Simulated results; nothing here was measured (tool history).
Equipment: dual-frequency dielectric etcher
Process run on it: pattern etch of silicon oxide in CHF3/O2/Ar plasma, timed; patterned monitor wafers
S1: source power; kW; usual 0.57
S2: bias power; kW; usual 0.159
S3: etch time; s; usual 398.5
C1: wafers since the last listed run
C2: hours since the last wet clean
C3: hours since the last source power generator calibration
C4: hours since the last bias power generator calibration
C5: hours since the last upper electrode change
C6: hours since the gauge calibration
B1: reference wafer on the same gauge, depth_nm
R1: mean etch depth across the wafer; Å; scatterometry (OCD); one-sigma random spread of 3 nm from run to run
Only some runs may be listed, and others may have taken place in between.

run,hour,S1,S2,S3,C1,C2,C3,C4,C5,C6,B1,R1
1,0,0.57,0.159,371.5,0,328.4,1779.8,1992.8,1963.1,831.2,725.2,7177
# hour 104.5: wet clean of the chamber
2,105,0.57,0.159,371.5,361,0.5,1884.8,2097.8,2068.1,936.2,724.5,7512
3,156.6,0.57,0.131,356.5,230,52.1,1936.4,2149.4,2119.7,987.8,724.6,6754
4,253.8,0.6,0.171,398.5,434,149.3,2033.6,2246.6,2216.9,1085,725,8226
5,309.6,0.62,0.188,398.5,249,205.1,2089.4,2302.4,2272.7,1140.8,724.5,8495
6,358.6,0.57,0.159,398.5,218,254.1,2138.4,2351.4,2321.7,1189.8,726.2,7769
7,452.5,0.57,0.159,398.5,419,348,2232.3,2445.3,2415.6,1283.7,725.4,7716
8,524,0.57,0.159,398.5,319,419.5,2303.8,2516.8,2487.1,1355.2,724.7,7578
# hour 607.2: wet clean of the chamber
9,620.8,0.57,0.159,398.5,325,13.6,2400.6,2613.6,2583.9,1452,724.9,7894
# hour 686.8: upper electrode replaced
10,706.8,0.57,0.159,398.5,277,99.6,2486.6,2699.6,20,1538,725.1,7831
11,765.9,0.57,0.159,398.5,264,158.7,2545.7,2758.7,79.1,1597.1,725.3,7826
# hour 818: bias power generator calibrated
12,853.8,0.57,0.159,398.5,374,246.6,2633.6,35.8,167,1685,724.6,7703
13,943.1,0.57,0.159,398.5,398,335.9,2722.9,125.1,256.3,1774.3,724.7,7635

The next listed run, before its measurement:
14,1050,0.57,0.159,371.5,477,442.8,2829.8,232,363.2,1881.2,?,?

B1: 724.8
R1: 7017 Å
If the tool had no hidden condition, the same run with the same run-to-run variation would have returned R1 7405 Å.

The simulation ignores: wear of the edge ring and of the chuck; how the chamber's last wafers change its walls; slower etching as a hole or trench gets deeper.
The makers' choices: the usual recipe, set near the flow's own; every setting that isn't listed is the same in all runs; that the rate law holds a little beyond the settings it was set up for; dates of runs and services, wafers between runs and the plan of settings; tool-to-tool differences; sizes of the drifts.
